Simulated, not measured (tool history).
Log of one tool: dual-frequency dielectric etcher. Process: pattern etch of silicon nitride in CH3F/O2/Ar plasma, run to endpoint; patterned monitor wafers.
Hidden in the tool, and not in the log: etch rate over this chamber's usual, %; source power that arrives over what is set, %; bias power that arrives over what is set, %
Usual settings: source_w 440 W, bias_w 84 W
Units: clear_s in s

run	hour	source_w	bias_w	wafers since the last listed run	hours since the last wet clean	hours since the last source power generator calibration	hours since the last bias power generator calibration	hours since the last upper electrode change	incoming incoming film thickness, nm	clear_s
1	0	440	84	0	458	3712.8	1581.8	3122.9	34.34	40.9
# hour 64.1: wet clean of the chamber
2	64.6	440	84	453	0.5	3777.4	1646.4	3187.5	34.18	40.2
3	95.8	440	84	348	31.7	3808.6	1677.6	3218.7	34.35	39.7
4	149.2	440	84	596	85.1	3862	1731	3272.1	34.61	40.5
5	190.5	440	84	461	126.4	3903.3	1772.3	3313.4	34.3	39.9
6	258.9	470	84	764	194.8	3971.7	1840.7	3381.8	34.51	39.5
# hour 287.8: upper electrode replaced
7	327.7	470	84	500	263.6	4040.5	1909.5	39.9	34.27	39.4
8	360.6	470	84	367	296.5	4073.4	1942.4	72.8	34.43	39.2
9	413.1	440	84	586	349	4125.9	1994.9	125.3	34.36	39.4
10	455.2	440	84	470	391.1	4168	2037	167.4	34.11	38.9
11	521	390	98	735	456.9	4233.8	2102.8	233.2	34.28	38.3
# hour 562.1: wet clean of the chamber, repeated, since the last time left the tool worse
12	562.6	350	84	196	0.5	4275.4	2144.4	274.8	34.24	44.9
13	623.2	340	95	677	61.1	4336	2205	335.4	34.29	42.4
14	677.9	550	101	611	115.8	4390.7	2259.7	390.1	34.11	36.9
15	738	330	96	671	175.9	4450.8	2319.8	450.2	34.79	43.3
16	778.4	440	84	451	216.3	4491.2	2360.2	490.6	34.47	42.1
17	819.7	440	84	461	257.6	4532.5	2401.5	531.9	34.36	41.8
18	855.2	440	84	396	293.1	4568	2437	567.4	34.4	41.6
# hour 868.1: source power generator calibrated
19	1007.9	400	99	1661	445.8	139.8	2589.7	720.1	34.33	39.2
# hour 1031.9: bias power generator calibrated
# hour 1044.3: wet clean of the chamber
20	1044.8	340	94	229	0.5	176.7	12.9	757	34.23	42.9
21	1099.6	400	95	612	55.3	231.5	67.7	811.8	34.27	40.9
22	1163	440	84	708	118.7	294.9	131.1	875.2	34.27	41.9
23	1199.7	330	72	410	155.4	331.6	167.8	911.9	34.64	47.6
24	1259	520	66	662	214.7	390.9	227.1	971.2	33.88	42.9
25	1314.1	440	84	615	269.8	446	282.2	1026.3	34.3	41.4
26	1340.4	550	68	293	296.1	472.3	308.5	1052.6	34.36	41.9
27	1395.4	440	78	614	351.1	527.3	363.5	1107.6	34.16	42.3
28	1448.4	340	76	592	404.1	580.3	416.5	1160.6	34.24	45.2
# hour 1514.8: wet clean of the chamber
29	1515.3	410	93	479	0.5	647.2	483.4	1227.5	34.28	41.2
30	1534.9	360	95	218	20.1	666.8	503	1247.1	34.35	41.9
31	1559	440	78	269	44.2	690.9	527.1	1271.2	34.35	43.6
32	1615.7	440	84	633	100.9	747.6	583.8	1327.9	34.53	41.9
33	1670.5	510	63	612	155.7	802.4	638.6	1382.7	34.31	44.6
34	1738.3	440	103	757	223.5	870.2	706.4	1450.5	34.31	39.1
35	1782.2	330	104	490	267.4	914.1	750.3	1494.4	34.69	41.4

The tool's hidden state at each run:
source power that arrives over what is set, %: 0 in every run
bias power that arrives over what is set, %: 0 in every run
H1: etch rate over this chamber's usual, %
run	H1
1	2.36
2	4.41
3	4.57
4	4.84
5	5.05
6	5.4
7	5.76
8	5.93
9	6.2
10	6.41
11	6.75
12	-0.264
13	0.0474
14	0.329
15	0.637
16	0.845
17	1.06
18	1.24
19	2.02
20	0.267
21	0.548
22	0.874
23	1.06
24	1.37
25	1.65
26	1.79
27	2.07
28	2.34
29	-0.185
30	-0.0844
31	0.0395
32	0.331
33	0.613
34	0.961
35	1.19
